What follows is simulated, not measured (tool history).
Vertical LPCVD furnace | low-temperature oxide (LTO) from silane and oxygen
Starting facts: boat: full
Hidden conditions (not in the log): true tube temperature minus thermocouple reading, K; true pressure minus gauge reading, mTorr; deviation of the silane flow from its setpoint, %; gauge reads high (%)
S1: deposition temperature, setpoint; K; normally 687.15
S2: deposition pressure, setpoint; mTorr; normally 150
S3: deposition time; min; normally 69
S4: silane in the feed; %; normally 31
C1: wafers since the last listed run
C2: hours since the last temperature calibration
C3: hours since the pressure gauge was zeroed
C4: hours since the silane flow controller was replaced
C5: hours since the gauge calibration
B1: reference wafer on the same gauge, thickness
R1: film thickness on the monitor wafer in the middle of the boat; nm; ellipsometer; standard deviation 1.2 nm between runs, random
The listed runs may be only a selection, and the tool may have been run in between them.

run	day	S1	S2	S3	S4	C1	C2	C3	C4	C5	B1	R1
1	0	694.15	150	69	31	0	2188.7	3763.9	3862.9	1052.2	288.07	387.98
# day 1.467: gauge calibrated
# day 1.479: pressure gauge zeroed
2	1.5	694.15	150	69	31	91	2224.7	0.5	3898.9	0.8	288.04	392.27
3	2.075	687.15	150	60.5	31	105	2238.5	14.3	3912.7	14.6	288.55	316.69
4	3	683.15	150	69	31	169	2260.7	36.5	3934.9	36.8	287.28	346.79
# day 4.254: thermocouples replaced and temperature profile calibrated
5	4.492	683.15	150	69	31	90	5.7	72.3	3970.7	72.6	287.96	331.22
# day 6.046: silane flow controller replaced
6	6.067	683.15	150	69	31	105	43.5	110.1	0.5	110.4	287.6	331.34
7	6.779	687.15	150	69	31	130	60.6	127.2	17.6	127.5	287.97	346.55
8	7.379	687.15	160	69	31	110	75	141.6	32	141.9	288.02	372.35
9	8.875	687.15	150	69	31	274	110.9	177.5	67.9	177.8	287.9	348.73
10	10.271	677.15	175	90.5	33	256	144.4	211	101.4	211.3	288.02	518.73
11	11.288	682.15	185	53	34	186	168.8	235.4	125.8	235.7	288.25	355.42
12	11.879	679.15	150	69	31	108	183	249.6	140	249.9	287.72	316.37
13	13.088	678.15	150	69	33	221	212	278.6	169	278.9	288.08	341.78
14	13.792	699.15	180	69	26	129	228.9	295.5	185.9	295.8	288.19	369.43
15	14.483	687.15	150	69	31	127	245.5	312.1	202.5	312.4	288.1	350.24
16	15.783	687.15	150	69	31	238	276.7	343.3	233.7	343.6	287.94	348.66
17	17.146	687.15	175	42.5	31	250	309.4	376	266.4	376.3	288.57	250.01
18	18.288	687.15	150	69	31	209	336.8	403.4	293.8	403.7	287.28	347.22
19	18.821	687.15	150	69	31	97	349.6	416.2	306.6	416.5	288.3	348.88
20	20.208	687.15	150	69	31	254	382.9	449.5	339.9	449.8	287.61	347.62
21	21.058	687.15	150	69	31	156	403.3	469.9	360.3	470.2	288.15	349.45
22	22.054	687.15	140	61.5	29	182	427.2	493.8	384.2	494.1	288.34	264.42
23	22.604	699.15	135	69	36	101	440.4	507	397.4	507.3	288.53	433.74
24	23.138	687.15	150	69	31	97	453.2	519.8	410.2	520.1	288.17	348.67
25	23.704	696.15	135	78	31	104	466.8	533.4	423.8	533.7	287.95	392.04
26	24.529	682.15	150	69	26	151	486.6	553.2	443.6	553.5	287.92	255.31
27	25.417	687.15	150	69	31	163	507.9	574.5	464.9	574.8	287.98	348.45
28	26.767	691.15	150	69	34	248	540.3	606.9	497.3	607.2	288.13	412.36
29	27.575	687.15	150	89.5	34	148	559.7	626.3	516.7	626.6	288.2	513.36
30	28.779	687.15	150	50.5	31	221	588.6	655.2	545.6	655.5	288.33	255.21

Across each entry between runs, compare the hidden state at the last listed run before it with the hidden state at the first listed run after it:
From run 1 to run 2: gauge calibrated (day 1.467); pressure gauge zeroed (day 1.479)
  true tube temperature minus thermocouple reading, K: 3.5 -> 3.61
  measured less the result without the state, R1: +14.45 -> +15.03 nm
From run 4 to run 5: thermocouples replaced and temperature profile calibrated (day 4.254)
  true tube temperature minus thermocouple reading, K: 3.71 -> 0.0722
  measured less the result without the state, R1: +14.23 -> +0.27 nm
From run 5 to run 6: silane flow controller replaced (day 6.046)
  true tube temperature minus thermocouple reading, K: 0.0722 -> 0.0734
  measured less the result without the state, R1: +0.27 -> +0.28 nm
